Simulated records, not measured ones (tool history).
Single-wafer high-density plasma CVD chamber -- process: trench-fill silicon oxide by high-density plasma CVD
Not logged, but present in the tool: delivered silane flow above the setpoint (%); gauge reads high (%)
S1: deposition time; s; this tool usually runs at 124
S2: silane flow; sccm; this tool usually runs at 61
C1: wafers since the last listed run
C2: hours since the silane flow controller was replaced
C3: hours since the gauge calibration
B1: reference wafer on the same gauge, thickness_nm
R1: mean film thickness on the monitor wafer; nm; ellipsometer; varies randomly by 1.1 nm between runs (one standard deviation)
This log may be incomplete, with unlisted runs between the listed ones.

run,hour,S1,S2,C1,C2,C3,B1,R1
1,0.0,140,61,0,3564.2,148.9,774.027,790.881
2,9.1,140,61,67,3573.3,158.0,773.943,791.160
3,19.3,124,61,75,3583.5,168.2,774.049,701.109
4,49.4,124,61,222,3613.6,198.3,774.100,700.567
5,58.7,124,61,68,3622.9,207.6,774.122,700.026
6,74.1,124,61,113,3638.3,223.0,774.136,700.721
7,84.8,124,61,79,3649.0,233.7,774.123,701.699
8,102.4,124,61,130,3666.6,251.3,773.971,699.821
9,116.3,124,61,102,3680.5,265.2,773.999,701.383
10,123.0,124,61,49,3687.2,271.9,774.003,699.902
11,138.4,119,54,113,3702.6,287.3,773.889,594.078
12,151.2,119,54,94,3715.4,300.1,773.956,593.248
13,157.5,119,54,46,3721.7,306.4,773.956,592.882
14,164.0,124,56,48,3728.2,312.9,773.887,641.471
15,176.2,137,61,90,3740.4,325.1,774.101,773.761
16,191.3,124,61,111,3755.5,340.2,773.890,698.560
17,198.2,124,61,51,3762.4,347.1,773.950,700.105
18,213.0,107,69,109,3777.2,361.9,774.068,680.330
19,228.5,124,68,114,3792.7,377.4,773.747,778.029
20,238.5,124,61,74,3802.7,387.4,773.930,699.412
# hour 251.3: gauge calibrated
21,271.3,147,64,242,3835.5,20.0,774.167,868.859
# hour 281.0: silane flow controller replaced
22,281.5,124,65,16,0.5,30.2,774.226,783.927
23,292.4,124,61,80,11.4,41.1,773.934,736.561
24,304.6,144,61,90,23.6,53.3,773.888,853.903
25,312.7,131,49,59,31.7,61.4,773.856,625.890
26,319.7,124,61,51,38.7,68.4,774.138,736.055
27,329.2,124,61,70,48.2,77.9,774.259,735.981
28,336.0,107,49,50,55.0,84.7,774.162,510.107
29,377.5,124,71,307,96.5,126.2,774.106,855.655

Below, each run's measurement less what the same run would have read without the hidden state. Both values contain the same run-to-run variation, but the gauge's scatter may not be the same in both:
run,R1
1,-41.464
2,-41.585
3,-36.959
4,-37.245
5,-37.314
6,-37.512
7,-37.676
8,-37.760
9,-37.990
10,-37.979
11,-32.374
12,-32.442
13,-32.478
14,-35.202
15,-42.604
16,-38.621
17,-38.779
18,-37.834
19,-43.448
20,-39.163
21,-49.079
22,-1.883
23,-1.878
24,-2.318
25,-1.768
26,-2.148
27,-2.243
28,-1.602
29,-3.168
